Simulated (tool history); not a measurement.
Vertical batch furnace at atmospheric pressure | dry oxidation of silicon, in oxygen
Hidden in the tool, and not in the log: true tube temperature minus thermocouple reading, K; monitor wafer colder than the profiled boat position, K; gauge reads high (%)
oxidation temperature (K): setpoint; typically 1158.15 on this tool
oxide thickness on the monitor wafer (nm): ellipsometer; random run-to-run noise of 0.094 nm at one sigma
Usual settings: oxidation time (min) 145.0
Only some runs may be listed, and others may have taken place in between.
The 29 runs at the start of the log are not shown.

run	hour	oxidation temperature (K)	oxidation time (min)	wafers since the last listed run	hours since the last temperature calibration	hours since the boat lift was adjusted	hours since the gauge calibration	read-back reference wafer on the same gauge, thickness	oxide thickness on the monitor wafer (nm)
30	663.9	1142.15	193.0	352	164.5	433.4	333.2	31.29	30.89
31	678.3	1158.15	145.0	165	178.9	447.8	347.6	31.28	30.43
32	715.7	1158.15	145.0	430	216.3	485.2	385.0	31.34	30.21
33	748.5	1140.15	76.0	377	249.1	518.0	417.8	31.30	16.28
34	767.4	1158.15	189.5	217	268.0	536.9	436.7	31.27	36.47
35	783.2	1176.15	145.0	182	283.8	552.7	452.5	31.31	36.81
36	817.7	1158.15	92.5	397	318.3	587.2	487.0	31.32	22.71
37	841.1	1158.15	123.0	269	341.7	610.6	510.4	31.33	27.29
38	876.3	1180.15	183.0	405	376.9	645.8	545.6	31.30	45.23
39	908.5	1163.15	145.0	371	409.1	678.0	577.8	31.27	32.20

Consider 4 possible next runs. They are alternatives, not a sequence: every one starts from the tool as it was left by run 39. What does each give?
A	915.5	1158.15	145.0	80	416.1	685.0	584.8	?	?
B	915.5	1176.15	183.5	80	416.1	685.0	584.8	?	?
C	915.5	1158.15	211.0	80	416.1	685.0	584.8	?	?
D	915.5	1139.15	199.0	80	416.1	685.0	584.8	?	?

run	read-back reference wafer on the same gauge, thickness	oxide thickness on the monitor wafer (nm)
A	31.29	30.57
B	31.29	43.60
C	31.29	39.45
D	31.29	30.77
Without the tool's unlogged condition, the same runs would have read:
run	oxide thickness on the monitor wafer (nm)
A	30.55
B	43.57
C	39.43
D	30.75

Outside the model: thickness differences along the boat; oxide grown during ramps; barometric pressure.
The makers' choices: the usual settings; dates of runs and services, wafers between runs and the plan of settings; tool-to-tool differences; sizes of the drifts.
